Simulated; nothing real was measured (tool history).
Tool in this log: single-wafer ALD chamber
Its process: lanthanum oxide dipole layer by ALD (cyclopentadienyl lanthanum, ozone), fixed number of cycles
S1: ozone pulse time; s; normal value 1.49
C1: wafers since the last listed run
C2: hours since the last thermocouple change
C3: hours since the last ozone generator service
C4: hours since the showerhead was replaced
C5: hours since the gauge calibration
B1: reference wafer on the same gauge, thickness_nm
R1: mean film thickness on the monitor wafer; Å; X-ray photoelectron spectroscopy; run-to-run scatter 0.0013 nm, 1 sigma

run,hour,S1,C1,C2,C3,C4,C5,B1,R1
1,0.0,1.49,0,2141.4,116.9,5313.0,607.2,0.475,5.17
2,40.4,1.49,495,2181.8,157.3,5353.4,647.6,0.475,5.14
3,99.4,1.49,724,2240.8,216.3,5412.4,706.6,0.475,5.16
4,155.6,1.49,689,2297.0,272.5,5468.6,762.8,0.475,5.14
5,217.4,1.49,758,2358.8,334.3,5530.4,824.6,0.476,5.15
6,286.2,1.14,844,2427.6,403.1,5599.2,893.4,0.475,4.91
7,326.6,1.68,495,2468.0,443.5,5639.6,933.8,0.475,5.20
8,356.2,1.68,363,2497.6,473.1,5669.2,963.4,0.474,5.21
9,384.8,1.49,351,2526.2,501.7,5697.8,992.0,0.474,5.13
10,435.8,1.49,625,2577.2,552.7,5748.8,1043.0,0.475,5.13
11,462.7,1.49,330,2604.1,579.6,5775.7,1069.9,0.474,5.11
12,520.9,1.49,714,2662.3,637.8,5833.9,1128.1,0.475,5.13
13,587.3,1.49,815,2728.7,704.2,5900.3,1194.5,0.475,5.11
14,613.2,1.49,317,2754.6,730.1,5926.2,1220.4,0.475,5.10
15,673.9,1.49,745,2815.3,790.8,5986.9,1281.1,0.474,5.09
16,744.0,1.66,860,2885.4,860.9,6057.0,1351.2,0.475,5.17
# hour 744.5: gauge calibrated
17,769.3,1.77,310,2910.7,886.2,6082.3,24.8,0.475,5.20
# hour 804.8: ozone generator serviced
18,830.3,1.79,650,2971.7,25.5,6143.3,85.8,0.475,5.28
19,890.2,2.07,735,3031.6,85.4,6203.2,145.7,0.475,5.34
20,941.9,1.15,634,3083.3,137.1,6254.9,197.4,0.475,4.97
21,991.5,2.03,608,3132.9,186.7,6304.5,247.0,0.475,5.32
22,1057.1,1.49,805,3198.5,252.3,6370.1,312.6,0.475,5.15
# hour 1077.3: thermocouple changed; heater temperature recalibrated
# hour 1127.0: showerhead replaced
23,1127.5,1.04,667,50.2,322.7,0.5,383.0,0.475,4.85
24,1169.3,2.04,513,92.0,364.5,42.3,424.8,0.475,5.32
25,1216.1,1.49,574,138.8,411.3,89.1,471.6,0.475,5.14
26,1251.1,1.21,429,173.8,446.3,124.1,506.6,0.475,4.97
27,1295.2,1.13,541,217.9,490.4,168.2,550.7,0.476,4.89
28,1330.2,1.15,429,252.9,525.4,203.2,585.7,0.475,4.92
29,1355.5,1.03,310,278.2,550.7,228.5,611.0,0.475,4.81
30,1469.4,0.96,1398,392.1,664.6,342.4,724.9,0.476,4.71

Give the tool's hidden conditions for every run:
wafer temperature above the value expected at the setpoint (K): 0 at every run
gauge reads high (%): 0 at every run
H1: ozone dose above that of a generator just serviced (%)
run,H1
1,-2.35
2,-2.86
3,-3.6
4,-4.31
5,-5.08
6,-5.95
7,-6.46
8,-6.83
9,-7.19
10,-7.84
11,-8.18
12,-8.91
13,-9.74
14,-10.1
15,-10.8
16,-11.7
17,-12
18,-0.324
19,-1.08
20,-1.73
21,-2.36
22,-3.18
23,-4.07
24,-4.6
25,-5.18
26,-5.63
27,-6.18
28,-6.62
29,-6.94
30,-8.38
